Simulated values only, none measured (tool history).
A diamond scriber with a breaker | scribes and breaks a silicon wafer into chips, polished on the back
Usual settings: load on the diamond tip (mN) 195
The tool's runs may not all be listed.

run    hour  load on the diamond tip (mN)  wafers since the last listed run  hours since the diamond tip was replaced  hours since the load on the tip was calibrated  incoming depth of the damage left on the back of the incoming wafer, um  depth of the median crack under the scribed line (um)  chips rejected at inspection after the break (%)
  1       0                           195                                 0                                     258.7                                           357.2                                                                     0.05                                                   6.98                                              1.03
  2    95.5                           195                               181                                     354.2                                           452.7                                                                     0.05                                                   6.52                                              2.86
        125  -- diamond tip replaced by a new one
  3   191.2                           158                               177                                      66.2                                           548.4                                                                     0.03                                                   6.45                                                 3
  4   401.5                           158                               399                                     276.5                                           758.7                                                                     0.03                                                   5.86                                              7.98
      448.2  -- diamond tip replaced by a new one
  5   475.1                           195                               135                                      26.9                                           832.3                                                                     0.04                                                   7.84                                              1.32
  6   581.2                           219                               201                                       133                                           938.4                                                                     0.02                                                   8.15                                                 3
  7   672.2                           219                               172                                       224                                          1029.4                                                                     0.01                                                   8.05                                              1.59
  8   731.4                           195                               112                                     283.2                                          1088.6                                                                     0.01                                                   6.98                                               0.8
      819.1  -- diamond tip replaced by a new one
  9   821.1                           195                               166                                         2                                          1178.3                                                                     0.03                                                   8.22                                              1.65
 10   893.2                           214                               136                                      74.1                                          1250.4                                                                     0.01                                                   8.44                                              3.98
 11   935.1                           149                                79                                       116                                          1292.3                                                                     0.04                                                    6.5                                              2.44
 12  1007.8                           148                               137                                     188.7                                            1365                                                                     0.03                                                   6.39                                              4.38
 13  1111.9                           160                               197                                     292.8                                          1469.1                                                                     0.02                                                   6.17                                              4.44
     1135.8  -- load on the tip recalibrated
     1168.6  -- diamond tip replaced by a new one
 14  1202.9                           236                               165                                      34.3                                            67.1                                                                     0.02                                                   8.74                                              4.24
 15  1288.8                           212                               163                                     120.2                                             153                                                                     0.02                                                   7.96                                              1.48
 16  1339.8                           211                                96                                     171.2                                             204                                                                     0.04                                                   7.66                                              1.03
 17  1379.9                           160                                76                                     211.3                                           244.1                                                                     0.03                                                   6.15                                              4.06
 18  1463.1                           175                               157                                     294.5                                           327.3                                                                     0.02                                                   6.33                                              3.23

Forecast each of these 4 alternatives for the next run:
  A  1463.8                           195                                 1                                     295.2                                             328                                                                     0.02                                                      ?                                                 ?
  B  1463.8                           147                                 1                                     295.2                                             328                                                                     0.02                                                      ?                                                 ?
  C  1463.8                           210                                 1                                     295.2                                             328                                                                     0.02                                                      ?                                                 ?
  D  1463.8                           176                                 1                                     295.2                                             328                                                                     0.02                                                      ?                                                 ?

run  depth of the median crack under the scribed line (um)  chips rejected at inspection after the break (%)
  A                                                   6.92                                              1.21
  B                                                   5.58                                             11.87
  C                                                   7.31                                              0.65
  D                                                   6.41                                              3.55
Without the tool's hidden state the same runs would have given:
run  depth of the median crack under the scribed line (um)  chips rejected at inspection after the break (%)
  A                                                   7.34                                              0.65
  B                                                   5.92                                              7.68
  C                                                   7.76                                              1.13
  D                                                    6.8                                              1.58

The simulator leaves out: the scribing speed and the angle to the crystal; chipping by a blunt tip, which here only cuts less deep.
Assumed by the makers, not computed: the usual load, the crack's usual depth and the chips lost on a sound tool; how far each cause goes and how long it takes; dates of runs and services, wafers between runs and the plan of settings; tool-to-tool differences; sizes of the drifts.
